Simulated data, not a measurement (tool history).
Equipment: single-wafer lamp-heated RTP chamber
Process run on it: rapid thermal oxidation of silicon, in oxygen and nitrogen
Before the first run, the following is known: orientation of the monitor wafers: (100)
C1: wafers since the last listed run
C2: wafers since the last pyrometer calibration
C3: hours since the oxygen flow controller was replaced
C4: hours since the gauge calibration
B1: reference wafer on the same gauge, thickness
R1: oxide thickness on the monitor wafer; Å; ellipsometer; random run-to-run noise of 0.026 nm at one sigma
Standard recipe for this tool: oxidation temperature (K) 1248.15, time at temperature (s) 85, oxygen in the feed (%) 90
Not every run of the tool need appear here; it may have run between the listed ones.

run 1 hour=0 | oxidation_temperature_(K)=1248.15 time_at_temperature_(s)=85 oxygen_in_the_feed_(%)=90 | C1=0 C2=2487 C3=1434.1 C4=1017.6 | B1=5.482 | R1=53.47
run 2 hour=88.5 | oxidation_temperature_(K)=1248.15 time_at_temperature_(s)=85 oxygen_in_the_feed_(%)=90 | C1=529 C2=3017 C3=1522.6 C4=1106.1 | B1=5.472 | R1=53.58
run 3 hour=135.5 | oxidation_temperature_(K)=1248.15 time_at_temperature_(s)=85 oxygen_in_the_feed_(%)=90 | C1=280 C2=3297 C3=1569.6 C4=1153.1 | B1=5.477 | R1=53.48
run 4 hour=183.3 | oxidation_temperature_(K)=1240.15 time_at_temperature_(s)=85 oxygen_in_the_feed_(%)=90 | C1=285 C2=3583 C3=1617.4 C4=1200.9 | B1=5.48 | R1=50.8
run 5 hour=355 | oxidation_temperature_(K)=1240.15 time_at_temperature_(s)=85 oxygen_in_the_feed_(%)=90 | C1=1026 C2=4610 C3=1789.1 C4=1372.6 | B1=5.478 | R1=51.31
run 6 hour=429.7 | oxidation_temperature_(K)=1248.15 time_at_temperature_(s)=85 oxygen_in_the_feed_(%)=98 | C1=446 C2=5056 C3=1863.8 C4=1447.3 | B1=5.484 | R1=55.95
run 7 hour=541.3 | oxidation_temperature_(K)=1248.15 time_at_temperature_(s)=85 oxygen_in_the_feed_(%)=98 | C1=667 C2=5723 C3=1975.4 C4=1558.9 | B1=5.477 | R1=56.11
-- hour=597.3 pyrometer window cleaned and pyrometer calibrated
run 8 hour=644.6 | oxidation_temperature_(K)=1248.15 time_at_temperature_(s)=85 oxygen_in_the_feed_(%)=98 | C1=569 C2=282 C3=2078.7 C4=1662.2 | B1=5.475 | R1=54.82
run 9 hour=684.4 | oxidation_temperature_(K)=1248.15 time_at_temperature_(s)=85 oxygen_in_the_feed_(%)=83 | C1=237 C2=520 C3=2118.5 C4=1702 | B1=5.483 | R1=51.63
run 10 hour=733.5 | oxidation_temperature_(K)=1262.15 time_at_temperature_(s)=85 oxygen_in_the_feed_(%)=90 | C1=293 C2=814 C3=2167.6 C4=1751.1 | B1=5.48 | R1=58.76
run 11 hour=775.1 | oxidation_temperature_(K)=1262.15 time_at_temperature_(s)=85 oxygen_in_the_feed_(%)=90 | C1=248 C2=1062 C3=2209.2 C4=1792.7 | B1=5.477 | R1=59.36
-- hour=783.1 gauge calibrated
run 12 hour=834 | oxidation_temperature_(K)=1248.15 time_at_temperature_(s)=85 oxygen_in_the_feed_(%)=90 | C1=352 C2=1415 C3=2268.1 C4=50.9 | B1=5.479 | R1=53.27
run 13 hour=894.1 | oxidation_temperature_(K)=1248.15 time_at_temperature_(s)=85 oxygen_in_the_feed_(%)=71 | C1=359 C2=1774 C3=2328.2 C4=111 | B1=5.476 | R1=49.47
-- hour=948.2 oxygen flow controller replaced
run 14 hour=948.7 | oxidation_temperature_(K)=1235.15 time_at_temperature_(s)=43 oxygen_in_the_feed_(%)=90 | C1=278 C2=2052 C3=0.5 C4=165.6 | B1=5.479 | R1=36.7
run 15 hour=1030 | oxidation_temperature_(K)=1273.15 time_at_temperature_(s)=110 oxygen_in_the_feed_(%)=98 | C1=485 C2=2538 C3=81.8 C4=246.9 | B1=5.485 | R1=74.94
run 16 hour=1103.1 | oxidation_temperature_(K)=1277.15 time_at_temperature_(s)=49 oxygen_in_the_feed_(%)=98 | C1=436 C2=2975 C3=154.9 C4=320 | B1=5.477 | R1=53.89
run 17 hour=1150.2 | oxidation_temperature_(K)=1248.15 time_at_temperature_(s)=71 oxygen_in_the_feed_(%)=90 | C1=281 C2=3257 C3=202 C4=367.1 | B1=5.481 | R1=50.03
run 18 hour=1201.5 | oxidation_temperature_(K)=1248.15 time_at_temperature_(s)=85 oxygen_in_the_feed_(%)=90 | C1=306 C2=3564 C3=253.3 C4=418.4 | B1=5.486 | R1=53.67
run 19 hour=1257.7 | oxidation_temperature_(K)=1248.15 time_at_temperature_(s)=61 oxygen_in_the_feed_(%)=90 | C1=335 C2=3899 C3=309.5 C4=474.6 | B1=5.483 | R1=46.79
run 20 hour=1314.6 | oxidation_temperature_(K)=1248.15 time_at_temperature_(s)=85 oxygen_in_the_feed_(%)=90 | C1=340 C2=4240 C3=366.4 C4=531.5 | B1=5.482 | R1=54.11
run 21 hour=1360.2 | oxidation_temperature_(K)=1234.15 time_at_temperature_(s)=104 oxygen_in_the_feed_(%)=70 | C1=272 C2=4512 C3=412 C4=577.1 | B1=5.478 | R1=48.76
run 22 hour=1456.3 | oxidation_temperature_(K)=1276.15 time_at_temperature_(s)=97 oxygen_in_the_feed_(%)=90 | C1=574 C2=5087 C3=508.1 C4=673.2 | B1=5.483 | R1=70.78
-- hour=1605.1 pyrometer window cleaned and pyrometer calibrated
run 23 hour=1605.6 | oxidation_temperature_(K)=1248.15 time_at_temperature_(s)=85 oxygen_in_the_feed_(%)=90 | C1=844 C2=2 C3=657.4 C4=822.5 | B1=5.484 | R1=53.42

Run by run, hidden condition taken away, random variation retained:
Hidden conditions of the tool in this case: true wafer temperature minus pyrometer reading, K; deviation of the oxygen flow from its setpoint, %; gauge reads high (%).
run=1 R1=52.95
run=2 R1=52.96
run=3 R1=52.81
run=4 R1=50.11
run=5 R1=50.44
run=6 R1=54.91
run=7 R1=54.95
run=8 R1=54.76
run=9 R1=51.54
run=10 R1=58.59
run=11 R1=59.14
run=12 R1=53.01
run=13 R1=49.17
run=14 R1=36.46
run=15 R1=74.29
run=16 R1=53.36
run=17 R1=49.48
run=18 R1=53.02
run=19 R1=46.18
run=20 R1=53.33
run=21 R1=48.02
run=22 R1=69.58
run=23 R1=53.22
